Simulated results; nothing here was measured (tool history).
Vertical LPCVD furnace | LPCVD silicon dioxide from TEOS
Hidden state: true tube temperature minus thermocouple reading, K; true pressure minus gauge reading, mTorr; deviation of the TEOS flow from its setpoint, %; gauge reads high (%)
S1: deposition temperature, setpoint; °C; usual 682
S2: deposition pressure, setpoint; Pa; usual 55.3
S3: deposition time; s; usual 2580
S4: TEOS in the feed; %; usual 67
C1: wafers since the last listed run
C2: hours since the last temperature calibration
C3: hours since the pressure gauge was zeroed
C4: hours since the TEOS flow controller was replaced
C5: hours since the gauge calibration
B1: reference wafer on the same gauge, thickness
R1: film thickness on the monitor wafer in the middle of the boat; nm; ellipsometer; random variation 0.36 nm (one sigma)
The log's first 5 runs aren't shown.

| run | hour | S1 | S2 | S3 | S4 | C1 | C2 | C3 | C4 | C5 | B1 | R1 |
|---|---|---|---|---|---|---|---|---|---|---|---|---|
|  | 71.6 | pressure gauge zeroed |
| 6 | 72.1 | 682 | 55.3 | 2370 | 67 | 131 | 1780.5 | 0.5 | 5771.5 | 54.9 | 265.98 | 239.05 |
| 7 | 75.8 | 682 | 45.3 | 2010 | 67 | 82 | 1784.2 | 4.2 | 5775.2 | 58.6 | 266.04 | 184.1 |
| 8 | 82 | 682 | 45.3 | 2010 | 67 | 138 | 1790.4 | 10.4 | 5781.4 | 64.8 | 265.99 | 183.68 |
| 9 | 97.6 | 682 | 55.3 | 2580 | 67 | 348 | 1806 | 26 | 5797 | 80.4 | 266.01 | 260.85 |
| 10 | 112 | 690 | 55.3 | 2580 | 77 | 321 | 1820.4 | 40.4 | 5811.4 | 94.8 | 265.98 | 338.62 |
| 11 | 123.5 | 670 | 55.3 | 1950 | 67 | 256 | 1831.9 | 51.9 | 5822.9 | 106.3 | 266.02 | 146.9 |
|  | 151.6 | thermocouples replaced and temperature profile calibrated |
| 12 | 152.1 | 675 | 67.3 | 1710 | 60 | 102 | 0.5 | 80.5 | 5851.5 | 134.9 | 266.01 | 143.33 |
| 13 | 155.8 | 670 | 46.7 | 2580 | 56 | 82 | 4.2 | 84.2 | 5855.2 | 138.6 | 265.89 | 153.62 |
| 14 | 159.4 | 687 | 50.7 | 1860 | 67 | 80 | 7.8 | 87.8 | 5858.8 | 142.2 | 265.96 | 190.73 |
| 15 | 165.4 | 682 | 55.3 | 2580 | 67 | 134 | 13.8 | 93.8 | 5864.8 | 148.2 | 265.96 | 245.36 |
|  | 202 | TEOS flow controller replaced |
| 16 | 202.5 | 685 | 55.3 | 1920 | 54 | 292 | 50.9 | 130.9 | 0.5 | 185.3 | 266.13 | 177.61 |
| 17 | 206.2 | 682 | 55.3 | 3600 | 80 | 82 | 54.6 | 134.6 | 4.2 | 189 | 266.07 | 376.2 |
| 18 | 209.8 | 671 | 55.3 | 1890 | 67 | 80 | 58.2 | 138.2 | 7.8 | 192.6 | 266.11 | 138.36 |
| 19 | 220.3 | 687 | 50.7 | 1860 | 67 | 234 | 68.7 | 148.7 | 18.3 | 203.1 | 265.96 | 192.25 |
| 20 | 228.1 | 676 | 48 | 1710 | 64 | 174 | 76.5 | 156.5 | 26.1 | 210.9 | 265.99 | 129.38 |
| 21 | 235.4 | 682 | 55.3 | 2580 | 54 | 163 | 83.8 | 163.8 | 33.4 | 218.2 | 266.01 | 222.22 |
| 22 | 247.2 | 673 | 44.7 | 2100 | 63 | 263 | 95.6 | 175.6 | 45.2 | 230 | 265.99 | 140.97 |
| 23 | 294.7 | 682 | 50.7 | 2580 | 67 | 1061 | 143.1 | 223.1 | 92.7 | 277.5 | 266 | 237.68 |
| 24 | 305 | 682 | 55.3 | 2580 | 67 | 230 | 153.4 | 233.4 | 103 | 287.8 | 266.04 | 248.91 |
| 25 | 322.8 | 682 | 55.3 | 1560 | 59 | 397 | 171.2 | 251.2 | 120.8 | 305.6 | 266.15 | 141.08 |
| 26 | 330.8 | 678 | 55.3 | 2580 | 67 | 178 | 179.2 | 259.2 | 128.8 | 313.6 | 265.96 | 226.67 |
| 27 | 339.4 | 682 | 55.3 | 2580 | 67 | 192 | 187.8 | 267.8 | 137.4 | 322.2 | 265.92 | 250.53 |
| 28 | 348.1 | 682 | 55.3 | 2580 | 67 | 194 | 196.5 | 276.5 | 146.1 | 330.9 | 266.1 | 250.11 |
| 29 | 359.2 | 682 | 68 | 2580 | 67 | 247 | 207.6 | 287.6 | 157.2 | 342 | 265.89 | 276.66 |
| 30 | 366.8 | 678 | 55.3 | 2580 | 67 | 169 | 215.2 | 295.2 | 164.8 | 349.6 | 266.04 | 227.5 |

Forecast each of these 5 alternatives for the next run:
| A | 370.6 | 682 | 55.3 | 2580 | 76 | 84 | 219 | 299 | 168.6 | 353.4 | ? | ? |
| B | 370.6 | 687 | 46.7 | 3600 | 80 | 84 | 219 | 299 | 168.6 | 353.4 | ? | ? |
| C | 370.6 | 692 | 49.3 | 2910 | 67 | 84 | 219 | 299 | 168.6 | 353.4 | ? | ? |
| D | 370.6 | 682 | 48.7 | 2580 | 67 | 84 | 219 | 299 | 168.6 | 353.4 | ? | ? |
| E | 370.6 | 675 | 55.3 | 2580 | 58 | 84 | 219 | 299 | 168.6 | 353.4 | ? | ? |

| run | B1 | R1 |
|---|---|---|
| A | 266.03 | 266.88 |
| B | 266.03 | 395.51 |
| C | 266.03 | 338.67 |
| D | 266.03 | 235 |
| E | 266.03 | 196.73 |
Without the tool's hidden state the same runs would have given:
| run | R1 |
|---|---|
| A | 257.81 |
| B | 382.22 |
| C | 327.4 |
| D | 227.02 |
| E | 189.95 |

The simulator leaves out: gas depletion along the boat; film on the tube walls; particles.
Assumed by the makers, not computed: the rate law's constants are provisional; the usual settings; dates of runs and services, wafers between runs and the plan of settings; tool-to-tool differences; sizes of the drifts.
